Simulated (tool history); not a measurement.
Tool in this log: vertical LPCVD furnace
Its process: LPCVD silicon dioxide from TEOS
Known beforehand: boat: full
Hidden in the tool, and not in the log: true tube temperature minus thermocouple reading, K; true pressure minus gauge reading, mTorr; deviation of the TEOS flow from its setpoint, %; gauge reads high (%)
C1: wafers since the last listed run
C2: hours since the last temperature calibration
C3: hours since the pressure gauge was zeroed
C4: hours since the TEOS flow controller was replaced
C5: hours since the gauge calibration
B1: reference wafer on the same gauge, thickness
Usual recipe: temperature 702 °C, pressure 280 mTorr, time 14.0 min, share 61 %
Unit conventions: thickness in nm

Run 1, day 0.000: usual settings; C1 0; C2 2526.0; C3 1740.8; C4 2043.5; C5 348.4; B1 76.18. Result: thickness 94.61 nm.
Run 2, day 1.250: usual settings; C1 269; C2 2556.0; C3 1770.8; C4 2073.5; C5 378.4; B1 76.14. Result: thickness 94.61 nm.
Run 3, day 2.662: usual settings; C1 304; C2 2589.9; C3 1804.7; C4 2107.4; C5 412.3; B1 75.88. Result: thickness 93.74 nm.
Run 4, day 3.700: usual settings; C1 223; C2 2614.8; C3 1829.6; C4 2132.3; C5 437.2; B1 75.65. Result: thickness 94.32 nm.
Run 5, day 5.100: usual settings; C1 301; C2 2648.4; C3 1863.2; C4 2165.9; C5 470.8; B1 75.66. Result: thickness 92.91 nm.
Run 6, day 5.704: usual settings; C1 130; C2 2662.9; C3 1877.7; C4 2180.4; C5 485.3; B1 75.63. Result: thickness 93.76 nm.
Run 7, day 6.521: usual settings; C1 176; C2 2682.5; C3 1897.3; C4 2200.0; C5 504.9; B1 75.46. Result: thickness 91.95 nm.
Run 8, day 7.738: usual settings; C1 262; C2 2711.7; C3 1926.5; C4 2229.2; C5 534.1; B1 75.27. Result: thickness 92.22 nm.
Run 9, day 8.392: usual settings; C1 141; C2 2727.4; C3 1942.2; C4 2244.9; C5 549.8; B1 75.26. Result: thickness 93.54 nm.
Run 10, day 9.000: usual settings; C1 131; C2 2742.0; C3 1956.8; C4 2259.5; C5 564.4; B1 75.19. Result: thickness 93.05 nm.
Run 11, day 10.350: usual settings but time 11.0 min, share 67 %; C1 291; C2 2774.4; C3 1989.2; C4 2291.9; C5 596.8; B1 74.90. Result: thickness 76.17 nm.
Run 12, day 11.558: usual settings but pressure 220 mTorr, time 9.5 min; C1 260; C2 2803.4; C3 2018.2; C4 2320.9; C5 625.8; B1 74.68. Result: thickness 55.23 nm.
At day 11.571: gauge calibrated.
At day 12.804: thermocouples replaced and temperature profile calibrated.
Run 13, day 12.933: usual settings but temperature 690 °C; C1 80; C2 3.1; C3 2051.2; C4 2353.9; C5 32.7; B1 76.96. Result: thickness 71.06 nm.
Run 14, day 13.842: usual settings but time 12.5 min, share 69 %; C1 195; C2 24.9; C3 2073.0; C4 2375.7; C5 54.5; B1 76.99. Result: thickness 89.73 nm.
At day 14.904: TEOS flow controller replaced.
At day 15.500: pressure gauge zeroed.
Run 15, day 15.521: usual settings but time 12.5 min, share 69 %; C1 17; C2 65.2; C3 0.5; C4 14.8; C5 94.8; B1 76.84. Result: thickness 89.80 nm.
Run 16, day 15.712: usual settings but temperature 713 °C; C1 41; C2 69.8; C3 5.1; C4 19.4; C5 99.4; B1 76.82. Result: thickness 121.93 nm.
Run 17, day 16.562: usual settings; C1 183; C2 90.2; C3 25.5; C4 39.8; C5 119.8; B1 76.73. Result: thickness 95.23 nm.
Run 18, day 17.712: usual settings but time 15.5 min, share 71 %; C1 248; C2 117.8; C3 53.1; C4 67.4; C5 147.4; B1 76.84. Result: thickness 112.85 nm.
Run 19, day 18.767: usual settings but temperature 694 °C, time 10.5 min, share 51 %; C1 227; C2 143.1; C3 78.4; C4 92.7; C5 172.7; B1 76.74. Result: thickness 53.88 nm.
Run 20, day 20.204: usual settings but pressure 325 mTorr, share 72 %; C1 310; C2 177.6; C3 112.9; C4 127.2; C5 207.2; B1 76.68. Result: thickness 110.03 nm.

3 options for the next run, each taken on its own from the tool as it stands now. Forecast them:
Run A, day 20.396: usual settings; C1 41; C2 182.2; C3 117.5; C4 131.8; C5 211.8; B1 ?. Result: thickness ?.
Run B, day 20.396: usual settings but temperature 697 °C, share 56 %; C1 41; C2 182.2; C3 117.5; C4 131.8; C5 211.8; B1 ?. Result: thickness ?.
Run C, day 20.396: usual settings but temperature 711 °C, pressure 250 mTorr, time 11.0 min, share 56 %; C1 41; C2 182.2; C3 117.5; C4 131.8; C5 211.8; B1 ?. Result: thickness ?.

run     B1  thickness
  A  76.61      94.51
  B  76.61      80.60
  C  76.61      82.65
With no hidden state in the tool, these same runs would have given:
run  thickness
  A      94.95
  B      80.98
  C      83.04
